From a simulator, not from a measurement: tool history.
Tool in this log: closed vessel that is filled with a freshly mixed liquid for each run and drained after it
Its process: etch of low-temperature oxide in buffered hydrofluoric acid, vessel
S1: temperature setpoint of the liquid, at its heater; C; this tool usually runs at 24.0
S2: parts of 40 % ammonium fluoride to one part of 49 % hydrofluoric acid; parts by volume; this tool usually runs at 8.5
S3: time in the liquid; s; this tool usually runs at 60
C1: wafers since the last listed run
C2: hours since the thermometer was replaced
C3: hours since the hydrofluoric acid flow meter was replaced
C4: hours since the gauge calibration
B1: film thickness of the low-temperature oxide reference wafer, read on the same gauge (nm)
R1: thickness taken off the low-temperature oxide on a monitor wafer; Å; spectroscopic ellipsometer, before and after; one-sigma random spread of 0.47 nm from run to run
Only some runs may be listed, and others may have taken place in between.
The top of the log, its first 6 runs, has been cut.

{"run": 7, "day": 3.242, "S1": 24.0, "S2": 8.5, "S3": 60, "C1": 824, "C2": 412.7, "C3": 1228.9, "C4": 570.0, "B1": 80.02, "R1": 1367.3}
{"run": 8, "day": 3.842, "S1": 24.0, "S2": 8.5, "S3": 60, "C1": 1059, "C2": 427.1, "C3": 1243.3, "C4": 584.4, "B1": 79.99, "R1": 1365.7}
{"run": 9, "day": 4.488, "S1": 27.5, "S2": 8.5, "S3": 60, "C1": 1140, "C2": 442.6, "C3": 1258.8, "C4": 599.9, "B1": 80.03, "R1": 1651.3}
{"run": 10, "day": 4.896, "S1": 27.5, "S2": 8.5, "S3": 60, "C1": 721, "C2": 452.4, "C3": 1268.6, "C4": 609.7, "B1": 80.02, "R1": 1657.4}
{"run": 11, "day": 5.296, "S1": 27.5, "S2": 8.5, "S3": 60, "C1": 706, "C2": 462.0, "C3": 1278.2, "C4": 619.3, "B1": 80.06, "R1": 1659.8}
{"day": 5.388, "done": "gauge calibrated"}
{"run": 12, "day": 5.996, "S1": 25.0, "S2": 8.5, "S3": 60, "C1": 1236, "C2": 478.8, "C3": 1295.0, "C4": 14.6, "B1": 80.0, "R1": 1444.2}
{"run": 13, "day": 6.642, "S1": 24.0, "S2": 8.5, "S3": 30, "C1": 1140, "C2": 494.3, "C3": 1310.5, "C4": 30.1, "B1": 80.0, "R1": 684.8}
{"run": 14, "day": 7.304, "S1": 24.0, "S2": 8.5, "S3": 60, "C1": 1170, "C2": 510.2, "C3": 1326.4, "C4": 46.0, "B1": 80.02, "R1": 1371.3}
{"run": 15, "day": 7.854, "S1": 24.0, "S2": 8.5, "S3": 60, "C1": 971, "C2": 523.4, "C3": 1339.6, "C4": 59.2, "B1": 80.04, "R1": 1368.3}
{"run": 16, "day": 8.646, "S1": 24.0, "S2": 8.5, "S3": 60, "C1": 1398, "C2": 542.4, "C3": 1358.6, "C4": 78.2, "B1": 80.0, "R1": 1376.6}
{"run": 17, "day": 9.183, "S1": 24.0, "S2": 9.5, "S3": 85, "C1": 949, "C2": 555.3, "C3": 1371.5, "C4": 91.1, "B1": 80.0, "R1": 1797.0}
{"day": 9.908, "done": "hydrofluoric acid flow meter replaced"}
{"run": 18, "day": 10.525, "S1": 19.5, "S2": 11.0, "S3": 45, "C1": 2296, "C2": 587.5, "C3": 14.8, "C4": 123.3, "B1": 80.02, "R1": 688.4}
{"day": 10.758, "done": "thermometer replaced"}
{"run": 19, "day": 11.117, "S1": 24.0, "S2": 11.5, "S3": 60, "C1": 971, "C2": 8.6, "C3": 29.0, "C4": 137.5, "B1": 80.01, "R1": 1084.8}

What does the tool deliver on the next run?
{"run": 20, "day": 11.454, "S1": 28.5, "S2": 6.0, "S3": 60, "C1": 596, "C2": 16.7, "C3": 37.1, "C4": 145.6, "B1": "?", "R1": "?"}

For run 20 the tool returned B1 79.98, R1 2546.0 Å.
Minus the tool's unlogged condition, the same run would have read R1 2560.3 Å.
